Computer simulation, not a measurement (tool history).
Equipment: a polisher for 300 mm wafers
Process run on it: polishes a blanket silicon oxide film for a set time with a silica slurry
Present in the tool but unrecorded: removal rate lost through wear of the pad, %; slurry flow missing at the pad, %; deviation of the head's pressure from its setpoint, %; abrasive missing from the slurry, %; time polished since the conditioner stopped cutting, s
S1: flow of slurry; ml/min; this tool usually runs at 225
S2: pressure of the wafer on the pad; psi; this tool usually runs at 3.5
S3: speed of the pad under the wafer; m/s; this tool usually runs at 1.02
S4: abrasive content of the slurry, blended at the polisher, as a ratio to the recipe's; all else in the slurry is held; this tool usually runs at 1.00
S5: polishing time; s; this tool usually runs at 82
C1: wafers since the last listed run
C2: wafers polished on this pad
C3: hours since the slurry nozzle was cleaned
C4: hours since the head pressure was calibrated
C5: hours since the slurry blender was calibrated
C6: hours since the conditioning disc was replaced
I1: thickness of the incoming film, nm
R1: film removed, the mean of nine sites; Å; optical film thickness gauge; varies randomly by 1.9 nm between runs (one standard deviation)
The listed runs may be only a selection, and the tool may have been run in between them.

run    hour   S1   S2    S3    S4   S5   C1    C2     C3     C4     C5     C6      I1    R1
  1     0.0  225  3.5  1.02  1.00   82    0   290  835.5  464.9  110.4  338.9  1533.3  2369
        8.8  -- slurry nozzle cleaned
       16.7  -- conditioning disc replaced and pad reconditioned
  2    39.9  225  3.5  1.02  1.00   82  369   660   31.1  504.8  150.3   23.2  1504.7  2462
       52.0  -- head pressure recalibrated
  3    64.3  225  4.1  0.86  1.00   82  224   884   55.5   12.3  174.7   47.6  1496.1  2391
  4   103.6  225  4.1  0.86  1.00   82  393  1278   94.8   51.6  214.0   86.9  1514.8  2348
      116.6  -- slurry blender recalibrated
  5   171.8  225  3.5  1.02  1.00   82  662  1940  163.0  119.8   55.2  155.1  1515.3  2348
      199.2  -- worn pad replaced by a new one
  6   239.0  225  3.5  1.02  1.00   82  632   398  230.2  187.0  122.4  222.3  1492.7  2332
  7   293.4  225  3.5  1.02  1.00   82  544   942  284.6  241.4  176.8  276.7  1523.0  2315
  8   328.7  225  3.5  1.02  1.00   82  353  1296  319.9  276.7  212.1  312.0  1488.8  2291
      336.5  -- slurry blender recalibrated
      370.0  -- conditioning disc replaced and pad reconditioned
  9   395.4  225  3.5  1.02  1.00   82  627  1923  386.6  343.4   58.9   25.4  1527.5  2467
 10   423.9  225  3.5  1.02  1.00   82  285  2209  415.1  371.9   87.4   53.9  1508.3  2409
      443.1  -- worn pad replaced by a new one
 11   476.4  225  3.5  1.02  1.00   82  485   333  467.6  424.4  139.9  106.4  1483.3  2409
      486.6  -- head pressure recalibrated
 12   507.7  225  3.5  1.02  1.00   82  293   626  498.9   21.1  171.2  137.7  1491.4  2383
 13   546.7  225  3.5  1.02  1.00   82  390  1017  537.9   60.1  210.2  176.7  1494.6  2321
      565.5  -- slurry blender recalibrated
 14   584.2  225  3.5  0.78  1.00   82  355  1372  575.4   97.6   18.7  214.2  1491.0  1961
 15   628.4  285  3.9  0.76  1.00  108  442  1815  619.6  141.8   62.9  258.4  1494.3  2727
      651.7  -- conditioning disc replaced and pad reconditioned
 16   655.8  155  3.0  0.74  0.75   82  254  2069  647.0  169.2   90.3    4.1  1515.5  1290
      673.1  -- worn pad replaced by a new one
 17   704.0  225  3.5  1.02  1.00   82  442   309  695.2  217.4  138.5   52.3  1524.6  2452
 18   736.0  185  4.5  1.30  1.00   70  320   629  727.2  249.4  170.5   84.3  1532.3  2849
      791.7  -- slurry blender recalibrated
 19   800.0  265  2.7  1.02  1.20   66  620  1250  791.2  313.4    8.3  148.3  1514.7  1840
      816.9  -- slurry nozzle cleaned
 20   824.5  190  3.0  1.02  1.00   82  235  1485    7.6  337.9   32.8  172.8  1505.2  2113
 21   896.2  225  2.7  1.36  1.00   82  717  2203   79.3  409.6  104.5  244.5  1495.6  2440
      904.9  -- worn pad replaced by a new one
 22   935.0  225  3.5  1.02  1.00   82  348   301  118.1  448.4  143.3  283.3  1511.5  2315
      976.2  -- conditioning disc replaced and pad reconditioned
      989.8  -- slurry blender recalibrated
 23  1002.8  225  4.6  1.34  1.00   82  638   940  185.9  516.2   13.0   26.6  1538.5  3628
     1021.8  -- head pressure recalibrated
 24  1071.2  225  3.5  1.02  1.10  108  664  1605  254.3   49.4   81.4   95.0  1507.0  3336
 25  1104.4  265  2.7  1.02  1.20   66  332  1937  287.5   82.6  114.6  128.2  1520.6  1854

Predict each of these 4 candidate next runs independently; none follows another, all start after run 25:
  A  1104.8  225  3.5  1.02  1.00   82   4  1941  287.9  83.0  115.0  128.6  1530.5   ?
  B  1104.8  285  3.5  1.02  1.15   82   4  1941  287.9  83.0  115.0  128.6  1530.5   ?
  C  1104.8  225  3.2  1.02  1.00  100   4  1941  287.9  83.0  115.0  128.6  1530.5   ?
  D  1104.8  225  3.5  1.02  1.15   82   4  1941  287.9  83.0  115.0  128.6  1530.5   ?

run    R1
  A  2355
  B  2650
  C  2711
  D  2595
Had the tool no hidden state, the same runs would have come out as:
run    R1
  A  2537
  B  2854
  C  2908
  D  2795
